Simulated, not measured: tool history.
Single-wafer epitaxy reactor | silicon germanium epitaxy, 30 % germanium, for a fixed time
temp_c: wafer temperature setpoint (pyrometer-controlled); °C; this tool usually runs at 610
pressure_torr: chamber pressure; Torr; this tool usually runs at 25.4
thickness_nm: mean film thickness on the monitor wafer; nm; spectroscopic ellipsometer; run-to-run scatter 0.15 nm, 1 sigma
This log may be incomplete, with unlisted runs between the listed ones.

run   hour  temp_c  pressure_torr  read-back reference wafer on the same gauge, thickness_nm  thickness_nm
  1    0.0     622           25.4                                                     84.295        88.158
  2    9.8     622           25.4                                                     84.303        87.960
  3   19.8     622           25.4                                                     84.273        87.978
      52.1  -- showerhead replaced
      53.2  -- pyrometer calibrated
  4   53.7     610           25.4                                                     84.323        80.244
  5   54.0     605           22.1                                                     84.251        69.851
  6   64.6     610           25.4                                                     84.312        80.291
      73.0  -- gauge calibrated
  7   74.9     610           25.4                                                     84.297        80.070
  8   82.3     610           25.4                                                     84.333        80.136
      92.2  -- capacitance manometer re-zeroed and calibrated
  9   95.6     604           20.8                                                     84.309        66.392
 10  109.9     617           25.4                                                     84.310        88.816
 11  122.2     617           31.4                                                     84.304        96.995
 12  139.1     597           30.1                                                     84.302        69.212
 13  155.5     617           31.4                                                     84.270        96.666
 14  162.5     623           22.0                                                     84.300        90.651

Predict each of these 4 candidate next runs independently; none follows another, all start after run 14:
  A  162.9     610           25.4                                                          ?             ?
  B  162.9     616           25.4                                                          ?             ?
  C  162.9     610           29.0                                                          ?             ?
  D  162.9     606           28.8                                                          ?             ?

run  read-back reference wafer on the same gauge, thickness_nm  thickness_nm
  A                                                     84.326        79.275
  B                                                     84.326        87.082
  C                                                     84.326        84.015
  D                                                     84.326        78.628
Stripped of hidden state, with their random variation kept, the same runs would have yielded:
run  thickness_nm
  A        80.746
  B        88.679
  C        85.574
  D        80.099
